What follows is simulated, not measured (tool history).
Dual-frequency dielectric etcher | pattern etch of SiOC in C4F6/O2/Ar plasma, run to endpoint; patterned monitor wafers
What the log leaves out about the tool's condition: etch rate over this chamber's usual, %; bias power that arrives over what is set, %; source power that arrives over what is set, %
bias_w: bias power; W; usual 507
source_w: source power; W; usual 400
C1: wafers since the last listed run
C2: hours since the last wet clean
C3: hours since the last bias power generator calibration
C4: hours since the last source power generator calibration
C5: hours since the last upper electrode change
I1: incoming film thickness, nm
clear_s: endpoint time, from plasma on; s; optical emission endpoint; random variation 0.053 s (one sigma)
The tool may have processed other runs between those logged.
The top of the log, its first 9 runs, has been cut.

{"run": 10, "hour": 697.9, "bias_w": 507, "source_w": 400, "C1": 2055, "C2": 154.9, "C3": 1414.9, "C4": 5451, "C5": 4541.2, "I1": 25.07, "clear_s": 8.5}
{"hour": 741.8, "done": "source power generator calibrated"}
{"run": 11, "hour": 759.4, "bias_w": 507, "source_w": 400, "C1": 1145, "C2": 216.4, "C3": 1476.4, "C4": 17.6, "C5": 4602.7, "I1": 25.05, "clear_s": 8.6}
{"run": 12, "hour": 808.9, "bias_w": 507, "source_w": 400, "C1": 986, "C2": 265.9, "C3": 1525.9, "C4": 67.1, "C5": 4652.2, "I1": 24.59, "clear_s": 8.4}
{"run": 13, "hour": 890.4, "bias_w": 507, "source_w": 400, "C1": 1623, "C2": 347.4, "C3": 1607.4, "C4": 148.6, "C5": 4733.7, "I1": 24.9, "clear_s": 8.5}
{"run": 14, "hour": 972.8, "bias_w": 507, "source_w": 420, "C1": 1641, "C2": 429.8, "C3": 1689.8, "C4": 231, "C5": 4816.1, "I1": 25.02, "clear_s": 8.4}
{"run": 15, "hour": 1050.9, "bias_w": 507, "source_w": 420, "C1": 1555, "C2": 507.9, "C3": 1767.9, "C4": 309.1, "C5": 4894.2, "I1": 24.86, "clear_s": 8.5}
{"hour": 1123.5, "done": "wet clean of the chamber"}
{"run": 16, "hour": 1261.7, "bias_w": 549, "source_w": 400, "C1": 3720, "C2": 138.2, "C3": 1978.7, "C4": 519.9, "C5": 5105, "I1": 25.04, "clear_s": 8.3}
{"run": 17, "hour": 1363.0, "bias_w": 381, "source_w": 400, "C1": 2017, "C2": 239.5, "C3": 2080, "C4": 621.2, "C5": 5206.3, "I1": 24.79, "clear_s": 10.2}
{"run": 18, "hour": 1466.8, "bias_w": 507, "source_w": 400, "C1": 2067, "C2": 343.3, "C3": 2183.8, "C4": 725, "C5": 5310.1, "I1": 25.22, "clear_s": 8.8}
{"run": 19, "hour": 1556.1, "bias_w": 507, "source_w": 400, "C1": 1778, "C2": 432.6, "C3": 2273.1, "C4": 814.3, "C5": 5399.4, "I1": 24.9, "clear_s": 8.6}
{"run": 20, "hour": 1596.0, "bias_w": 568, "source_w": 370, "C1": 794, "C2": 472.5, "C3": 2313, "C4": 854.2, "C5": 5439.3, "I1": 24.99, "clear_s": 8.3}
{"run": 21, "hour": 1682.0, "bias_w": 441, "source_w": 400, "C1": 1713, "C2": 558.5, "C3": 2399, "C4": 940.2, "C5": 5525.3, "I1": 24.71, "clear_s": 9.4}
{"hour": 1781.5, "done": "wet clean of the chamber"}
{"run": 22, "hour": 1782.0, "bias_w": 507, "source_w": 400, "C1": 1513, "C2": 0.5, "C3": 2499, "C4": 1040.2, "C5": 5625.3, "I1": 24.76, "clear_s": 8.6}
{"run": 23, "hour": 1862.1, "bias_w": 507, "source_w": 400, "C1": 1595, "C2": 80.6, "C3": 2579.1, "C4": 1120.3, "C5": 5705.4, "I1": 24.77, "clear_s": 8.7}
{"run": 24, "hour": 1959.6, "bias_w": 472, "source_w": 320, "C1": 1942, "C2": 178.1, "C3": 2676.6, "C4": 1217.8, "C5": 5802.9, "I1": 24.97, "clear_s": 9.6}
{"hour": 2053.8, "done": "upper electrode replaced"}
{"run": 25, "hour": 2054.3, "bias_w": 560, "source_w": 400, "C1": 1408, "C2": 272.8, "C3": 2771.3, "C4": 1312.5, "C5": 0.5, "I1": 24.87, "clear_s": 8.2}
{"hour": 2061.7, "done": "bias power generator calibrated"}
{"run": 26, "hour": 2135.9, "bias_w": 507, "source_w": 400, "C1": 1545, "C2": 354.4, "C3": 74.2, "C4": 1394.1, "C5": 82.1, "I1": 24.77, "clear_s": 8.3}
{"run": 27, "hour": 2223.9, "bias_w": 507, "source_w": 400, "C1": 1752, "C2": 442.4, "C3": 162.2, "C4": 1482.1, "C5": 170.1, "I1": 25.16, "clear_s": 8.5}
{"run": 28, "hour": 2319.5, "bias_w": 402, "source_w": 340, "C1": 1904, "C2": 538, "C3": 257.8, "C4": 1577.7, "C5": 265.7, "I1": 24.92, "clear_s": 10.2}
{"hour": 2363.3, "done": "wet clean of the chamber"}
{"run": 29, "hour": 2423.2, "bias_w": 559, "source_w": 330, "C1": 1587, "C2": 59.9, "C3": 361.5, "C4": 1681.4, "C5": 369.4, "I1": 24.84, "clear_s": 8.3}
{"run": 30, "hour": 2476.8, "bias_w": 428, "source_w": 370, "C1": 1067, "C2": 113.5, "C3": 415.1, "C4": 1735, "C5": 423, "I1": 24.94, "clear_s": 9.6}
{"run": 31, "hour": 2523.9, "bias_w": 461, "source_w": 480, "C1": 938, "C2": 160.6, "C3": 462.2, "C4": 1782.1, "C5": 470.1, "I1": 24.58, "clear_s": 8.2}
{"run": 32, "hour": 2618.1, "bias_w": 628, "source_w": 340, "C1": 1876, "C2": 254.8, "C3": 556.4, "C4": 1876.3, "C5": 564.3, "I1": 24.99, "clear_s": 7.8}
{"run": 33, "hour": 2690.8, "bias_w": 545, "source_w": 370, "C1": 1448, "C2": 327.5, "C3": 629.1, "C4": 1949, "C5": 637, "I1": 24.95, "clear_s": 8.3}
{"run": 34, "hour": 2794.8, "bias_w": 507, "source_w": 350, "C1": 2071, "C2": 431.5, "C3": 733.1, "C4": 2053, "C5": 741, "I1": 24.88, "clear_s": 8.7}

5 options for the next run, each taken on its own from the tool as it stands now. Forecast them:
{"run": "A", "hour": 2795.2, "bias_w": 461, "source_w": 400, "C1": 7, "C2": 431.9, "C3": 733.5, "C4": 2053.4, "C5": 741.4, "I1": 25, "clear_s": "?"}
{"run": "B", "hour": 2795.2, "bias_w": 464, "source_w": 400, "C1": 7, "C2": 431.9, "C3": 733.5, "C4": 2053.4, "C5": 741.4, "I1": 25, "clear_s": "?"}
{"run": "C", "hour": 2795.2, "bias_w": 507, "source_w": 360, "C1": 7, "C2": 431.9, "C3": 733.5, "C4": 2053.4, "C5": 741.4, "I1": 25, "clear_s": "?"}
{"run": "D", "hour": 2795.2, "bias_w": 553, "source_w": 430, "C1": 7, "C2": 431.9, "C3": 733.5, "C4": 2053.4, "C5": 741.4, "I1": 25, "clear_s": "?"}
{"run": "E", "hour": 2795.2, "bias_w": 443, "source_w": 320, "C1": 7, "C2": 431.9, "C3": 733.5, "C4": 2053.4, "C5": 741.4, "I1": 25, "clear_s": "?"}

run=A clear_s=8.8
run=B clear_s=8.8
run=C clear_s=8.6
run=D clear_s=7.7
run=E clear_s=9.8
With no hidden state in the tool, these same runs would have given:
run=A clear_s=8.8
run=B clear_s=8.7
run=C clear_s=8.6
run=D clear_s=7.7
run=E clear_s=9.7
